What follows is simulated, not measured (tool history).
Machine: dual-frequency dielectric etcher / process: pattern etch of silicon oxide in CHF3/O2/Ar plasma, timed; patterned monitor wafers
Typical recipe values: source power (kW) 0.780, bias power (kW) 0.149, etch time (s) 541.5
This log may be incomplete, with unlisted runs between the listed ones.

run	day	source power (kW)	bias power (kW)	etch time (s)	wafers since the last listed run	hours since the last wet clean	hours since the last source power generator calibration	hours since the last bias power generator calibration	hours since the last upper electrode change	hours since the gauge calibration	read-back reference wafer on the same gauge, depth_nm	mean etch depth across the wafer (Å)
1	0.000	0.780	0.149	541.5	0	324.3	1326.9	3510.8	2885.0	163.8	960.0	10568
2	0.617	0.780	0.149	541.5	67	339.1	1341.7	3525.6	2899.8	178.6	959.9	10557
3	0.962	0.780	0.149	541.5	37	347.4	1350.0	3533.9	2908.1	186.9	959.7	10484
4	1.258	0.780	0.132	541.5	32	354.5	1357.1	3541.0	2915.2	194.0	959.8	10107
5	1.825	0.780	0.149	541.5	61	368.1	1370.7	3554.6	2928.8	207.6	960.0	10510
# day 3.292: wet clean of the chamber
6	3.312	0.930	0.149	541.5	53	0.5	1406.4	3590.3	2964.5	243.3	959.8	10782
# day 4.300: source power generator calibrated
# day 4.379: gauge calibrated
# day 4.433: upper electrode replaced
# day 5.442: wet clean of the chamber, repeated, since the last time left the tool worse
7	5.462	0.930	0.149	541.5	92	0.5	27.9	3641.9	24.7	26.0	959.9	11531
8	5.479	0.780	0.149	541.5	1	0.9	28.3	3642.3	25.1	26.4	959.9	10826
9	5.500	0.780	0.149	541.5	2	1.4	28.8	3642.8	25.6	26.9	960.0	10906
10	5.933	0.590	0.136	585.5	47	11.8	39.2	3653.2	36.0	37.3	959.8	10398
11	6.271	0.970	0.149	585.5	36	19.9	47.3	3661.3	44.1	45.4	960.2	12587
# day 6.671: bias power generator calibrated
12	6.692	0.780	0.149	541.5	27	30.0	57.4	0.5	54.2	55.5	959.9	10791
13	6.946	0.930	0.164	541.5	27	36.1	63.5	6.6	60.3	61.6	960.0	11888
14	7.683	0.850	0.129	462.0	80	53.8	81.2	24.3	78.0	79.3	959.6	9083
15	8.058	0.780	0.149	426.5	41	62.8	90.2	33.3	87.0	88.3	959.8	8479
16	8.712	0.780	0.149	541.5	71	78.5	105.9	49.0	102.7	104.0	960.2	10723

Same runs, no hidden state in the tool, same run-to-run variation:
Hidden state at play: etch rate over this chamber's usual, %; source power that arrives over what is set, %; bias power that arrives over what is set, %; gauge reads high (%).
run	mean etch depth across the wafer (Å)
1	10894
2	10901
3	10835
4	10454
5	10887
6	11513
7	11555
8	10849
9	10930
10	10433
11	12639
12	10848
13	11958
14	9154
15	8555
16	10836
